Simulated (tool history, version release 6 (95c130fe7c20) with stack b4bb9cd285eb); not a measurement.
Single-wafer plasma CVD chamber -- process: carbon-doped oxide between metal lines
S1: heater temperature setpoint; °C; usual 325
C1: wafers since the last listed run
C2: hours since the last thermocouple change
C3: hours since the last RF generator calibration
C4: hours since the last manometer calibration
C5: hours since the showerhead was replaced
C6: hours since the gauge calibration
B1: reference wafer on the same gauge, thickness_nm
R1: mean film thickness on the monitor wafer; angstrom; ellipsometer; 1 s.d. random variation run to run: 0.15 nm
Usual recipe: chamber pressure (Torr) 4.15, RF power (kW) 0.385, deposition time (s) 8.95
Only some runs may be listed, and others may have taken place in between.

Run 1, hour 0: usual settings; C1 0; C2 703.6; C3 1318.4; C4 35.3; C5 104.3; C6 453.3; B1 49.223. Result: R1 418.22 angstrom.
Run 2, hour 12.3: usual settings; C1 271; C2 715.9; C3 1330.7; C4 47.6; C5 116.6; C6 465.6; B1 49.22. Result: R1 417.39 angstrom.
Run 3, hour 45.2: usual settings; C1 726; C2 748.8; C3 1363.6; C4 80.5; C5 149.5; C6 498.5; B1 49.129. Result: R1 418.15 angstrom.
Run 4, hour 135.2: usual settings but RF power (kW) 0.42; C1 1987; C2 838.8; C3 1453.6; C4 170.5; C5 239.5; C6 588.5; B1 49.068. Result: R1 429.43 angstrom.
Run 5, hour 162.2: usual settings but RF power (kW) 0.42; C1 596; C2 865.8; C3 1480.6; C4 197.5; C5 266.5; C6 615.5; B1 49.009. Result: R1 431.35 angstrom.
Run 6, hour 243: usual settings; C1 1784; C2 946.6; C3 1561.4; C4 278.3; C5 347.3; C6 696.3; B1 48.85. Result: R1 413.53 angstrom.
At hour 317: gauge calibrated.
Run 7, hour 351: usual settings but RF power (kW) 0.335; C1 2385; C2 1054.6; C3 1669.4; C4 386.3; C5 455.3; C6 34; B1 49.603. Result: R1 400.47 angstrom.
Run 8, hour 365.4: usual settings; C1 318; C2 1069; C3 1683.8; C4 400.7; C5 469.7; C6 48.4; B1 49.532. Result: R1 420.71 angstrom.
Run 9, hour 383: usual settings; C1 388; C2 1086.6; C3 1701.4; C4 418.3; C5 487.3; C6 66; B1 49.555. Result: R1 418.07 angstrom.
Run 10, hour 411: usual settings but RF power (kW) 0.45, deposition time (s) 9.72; C1 618; C2 1114.6; C3 1729.4; C4 446.3; C5 515.3; C6 94; B1 49.525. Result: R1 485.31 angstrom.
Run 11, hour 427.2: usual settings but chamber pressure (Torr) 5.19, RF power (kW) 0.365, deposition time (s) 9.84; C1 357; C2 1130.8; C3 1745.6; C4 462.5; C5 531.5; C6 110.2; B1 49.558. Result: R1 469.72 angstrom.
At hour 435.9: RF generator calibrated.
At hour 445.3: thermocouple changed; heater temperature recalibrated.
Run 12, hour 452.9: usual settings; C1 214; C2 7.6; C3 17; C4 488.2; C5 557.2; C6 135.9; B1 49.541. Result: R1 419.87 angstrom.
Run 13, hour 471: usual settings but S1 310 °C, RF power (kW) 0.42, deposition time (s) 9.53; C1 399; C2 25.7; C3 35.1; C4 506.3; C5 575.3; C6 154; B1 49.564. Result: R1 485.66 angstrom.
Run 14, hour 489.5: usual settings but S1 314 °C, chamber pressure (Torr) 3.26; C1 408; C2 44.2; C3 53.6; C4 524.8; C5 593.8; C6 172.5; B1 49.468. Result: R1 421.77 angstrom.
Run 15, hour 502.8: usual settings but RF power (kW) 0.325; C1 293; C2 57.5; C3 66.9; C4 538.1; C5 607.1; C6 185.8; B1 49.491. Result: R1 392.05 angstrom.
Run 16, hour 516: usual settings but deposition time (s) 10.49; C1 291; C2 70.7; C3 80.1; C4 551.3; C5 620.3; C6 199; B1 49.47. Result: R1 490.64 angstrom.
Run 17, hour 548.9: usual settings but S1 311 °C, RF power (kW) 0.31, deposition time (s) 7.34; C1 726; C2 103.6; C3 113; C4 584.2; C5 653.2; C6 231.9; B1 49.49. Result: R1 335.43 angstrom.
Run 18, hour 564.4: usual settings; C1 342; C2 119.1; C3 128.5; C4 599.7; C5 668.7; C6 247.4; B1 49.577. Result: R1 419.65 angstrom.
Run 19, hour 594: usual settings but S1 329 °C, deposition time (s) 10.33; C1 653; C2 148.7; C3 158.1; C4 629.3; C5 698.3; C6 277; B1 49.495. Result: R1 478.4 angstrom.
Run 20, hour 609.4: usual settings but S1 329 °C, chamber pressure (Torr) 3.17, RF power (kW) 0.43, deposition time (s) 10.23; C1 340; C2 164.1; C3 173.5; C4 644.7; C5 713.7; C6 292.4; B1 49.437. Result: R1 471.94 angstrom.
Run 21, hour 623: usual settings; C1 300; C2 177.7; C3 187.1; C4 658.3; C5 727.3; C6 306; B1 49.441. Result: R1 415.58 angstrom.
Run 22, hour 650.2: usual settings but S1 311 °C, RF power (kW) 0.365; C1 600; C2 204.9; C3 214.3; C4 685.5; C5 754.5; C6 333.2; B1 49.497. Result: R1 430.73 angstrom.
Run 23, hour 678.6: usual settings; C1 627; C2 233.3; C3 242.7; C4 713.9; C5 782.9; C6 361.6; B1 49.495. Result: R1 419.08 angstrom.
Run 24, hour 697.3: usual settings but S1 311 °C, RF power (kW) 0.31, deposition time (s) 7.34; C1 412; C2 252; C3 261.4; C4 732.6; C5 801.6; C6 380.3; B1 49.4. Result: R1 334.98 angstrom.
Run 25, hour 725: usual settings but chamber pressure (Torr) 4.72, deposition time (s) 7.85; C1 611; C2 279.7; C3 289.1; C4 760.3; C5 829.3; C6 408; B1 49.385. Result: R1 378.25 angstrom.
Run 26, hour 746.9: usual settings but chamber pressure (Torr) 3.66, deposition time (s) 7.8; C1 483; C2 301.6; C3 311; C4 782.2; C5 851.2; C6 429.9; B1 49.352. Result: R1 354.31 angstrom.

Forecast run 27:
Run 27, hour 766.2: usual settings but S1 312 °C, chamber pressure (Torr) 3.61; C1 426; C2 320.9; C3 330.3; C4 801.5; C5 870.5; C6 449.2; B1 ?. Result: R1 ?.

B1: 49.379
R1: 427.06 angstrom
If the tool had no hidden condition, the same run with the same run-to-run variation would have returned R1 428.32 angstrom.
